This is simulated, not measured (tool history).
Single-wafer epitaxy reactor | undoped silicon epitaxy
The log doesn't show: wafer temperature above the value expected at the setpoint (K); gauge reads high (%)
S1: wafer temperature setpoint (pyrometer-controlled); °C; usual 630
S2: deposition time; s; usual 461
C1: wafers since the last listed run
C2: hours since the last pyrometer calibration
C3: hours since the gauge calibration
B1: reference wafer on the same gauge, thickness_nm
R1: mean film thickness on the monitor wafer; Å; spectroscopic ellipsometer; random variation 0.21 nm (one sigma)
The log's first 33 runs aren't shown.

run	day	S1	S2	C1	C2	C3	B1	R1
34	19.300	643	530	37	80.3	138.0	49.704	686.90
35	20.000	625	379	41	97.1	154.8	49.716	343.80
36	20.692	644	382	41	113.7	171.4	49.698	509.52
37	21.354	617	409	39	129.6	187.3	49.676	311.04
38	21.604	630	461	14	135.6	193.3	49.664	460.80
39	22.025	642	542	25	145.7	203.4	49.718	701.73
40	22.508	621	461	28	157.3	215.0	49.669	382.08
41	22.867	619	502	21	165.9	223.6	49.682	399.11
42	23.450	638	382	34	179.9	237.6	49.682	454.40
43	23.738	630	461	17	186.8	244.5	49.683	463.07

5 ways to go on from here, each from the tool as it stands after run 43. What would each give?
A	23.758	630	461	1	187.3	245.0	?	?
B	23.758	644	461	1	187.3	245.0	?	?
C	23.758	626	413	1	187.3	245.0	?	?
D	23.758	620	378	1	187.3	245.0	?	?
E	23.758	623	461	1	187.3	245.0	?	?

run	B1	R1
A	49.684	464.70
B	49.684	619.62
C	49.684	382.88
D	49.684	308.68
E	49.684	401.19
Without the tool's hidden state the same runs would have given:
run	R1
A	456.61
B	609.13
C	376.16
D	303.19
E	394.10

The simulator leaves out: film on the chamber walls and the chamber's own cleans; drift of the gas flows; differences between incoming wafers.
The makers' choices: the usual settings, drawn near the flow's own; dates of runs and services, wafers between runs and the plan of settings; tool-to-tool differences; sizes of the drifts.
